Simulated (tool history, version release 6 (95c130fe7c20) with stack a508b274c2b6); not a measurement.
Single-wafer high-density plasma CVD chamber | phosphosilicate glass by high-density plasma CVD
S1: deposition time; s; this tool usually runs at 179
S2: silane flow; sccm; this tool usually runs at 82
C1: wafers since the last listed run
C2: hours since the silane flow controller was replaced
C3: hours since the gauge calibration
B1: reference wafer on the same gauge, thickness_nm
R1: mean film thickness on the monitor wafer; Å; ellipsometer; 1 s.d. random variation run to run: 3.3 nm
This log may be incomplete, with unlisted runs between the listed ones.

run 1 day=0.000 | S1=179 S2=82 | C1=0 C2=1787.5 C3=360.0 | B1=1211.131 | R1=13608.04
run 2 day=0.917 | S1=179 S2=82 | C1=235 C2=1809.5 C3=382.0 | B1=1209.685 | R1=13608.37
run 3 day=2.438 | S1=179 S2=82 | C1=390 C2=1846.0 C3=418.5 | B1=1209.725 | R1=13649.49
run 4 day=5.075 | S1=179 S2=74 | C1=677 C2=1909.3 C3=481.8 | B1=1209.783 | R1=12833.33
run 5 day=6.571 | S1=179 S2=74 | C1=384 C2=1945.2 C3=517.7 | B1=1210.068 | R1=12876.35
run 6 day=7.896 | S1=190 S2=76 | C1=340 C2=1977.0 C3=549.5 | B1=1210.820 | R1=13826.19
run 7 day=8.600 | S1=190 S2=76 | C1=180 C2=1993.9 C3=566.4 | B1=1209.658 | R1=13874.91
-- day=8.900 gauge calibrated
-- day=10.075 silane flow controller replaced
run 8 day=10.096 | S1=179 S2=90 | C1=298 C2=0.5 C3=28.7 | B1=1209.413 | R1=14064.37
run 9 day=10.617 | S1=179 S2=90 | C1=133 C2=13.0 C3=41.2 | B1=1209.857 | R1=14061.20
run 10 day=11.692 | S1=179 S2=82 | C1=276 C2=38.8 C3=67.0 | B1=1209.770 | R1=13318.09
run 11 day=12.929 | S1=179 S2=82 | C1=317 C2=68.5 C3=96.7 | B1=1209.207 | R1=13331.21
run 12 day=13.471 | S1=179 S2=82 | C1=139 C2=81.5 C3=109.7 | B1=1209.306 | R1=13364.32
run 13 day=14.496 | S1=179 S2=82 | C1=263 C2=106.1 C3=134.3 | B1=1209.802 | R1=13343.69
-- day=15.904 silane flow controller replaced, repeated, since the last time left the tool worse
run 14 day=15.925 | S1=163 S2=69 | C1=281 C2=0.5 C3=168.6 | B1=1209.362 | R1=11522.66
run 15 day=16.825 | S1=199 S2=96 | C1=231 C2=22.1 C3=190.2 | B1=1209.582 | R1=16857.67
run 16 day=17.683 | S1=179 S2=82 | C1=220 C2=42.7 C3=210.8 | B1=1210.626 | R1=13785.89
run 17 day=18.467 | S1=189 S2=89 | C1=201 C2=61.5 C3=229.6 | B1=1210.247 | R1=15341.37
run 18 day=19.333 | S1=167 S2=71 | C1=222 C2=82.3 C3=250.4 | B1=1208.935 | R1=11898.83
run 19 day=20.279 | S1=179 S2=82 | C1=243 C2=105.0 C3=273.1 | B1=1210.179 | R1=13916.66
run 20 day=21.288 | S1=191 S2=89 | C1=259 C2=129.2 C3=297.3 | B1=1209.613 | R1=15559.65
run 21 day=22.233 | S1=158 S2=78 | C1=243 C2=151.9 C3=320.0 | B1=1208.710 | R1=11939.09
run 22 day=23.612 | S1=179 S2=82 | C1=354 C2=185.0 C3=353.1 | B1=1210.379 | R1=13818.27

Run 23 is up next; what results do you expect?
run 23 day=24.367 | S1=199 S2=77 | C1=193 C2=203.1 C3=371.2 | B1=? | R1=?

{"run 23": {"B1": 1208.96, "R1": 14878.88}}
Had the tool carried no hidden state, the very same run would have given R1 14972.93 Å.

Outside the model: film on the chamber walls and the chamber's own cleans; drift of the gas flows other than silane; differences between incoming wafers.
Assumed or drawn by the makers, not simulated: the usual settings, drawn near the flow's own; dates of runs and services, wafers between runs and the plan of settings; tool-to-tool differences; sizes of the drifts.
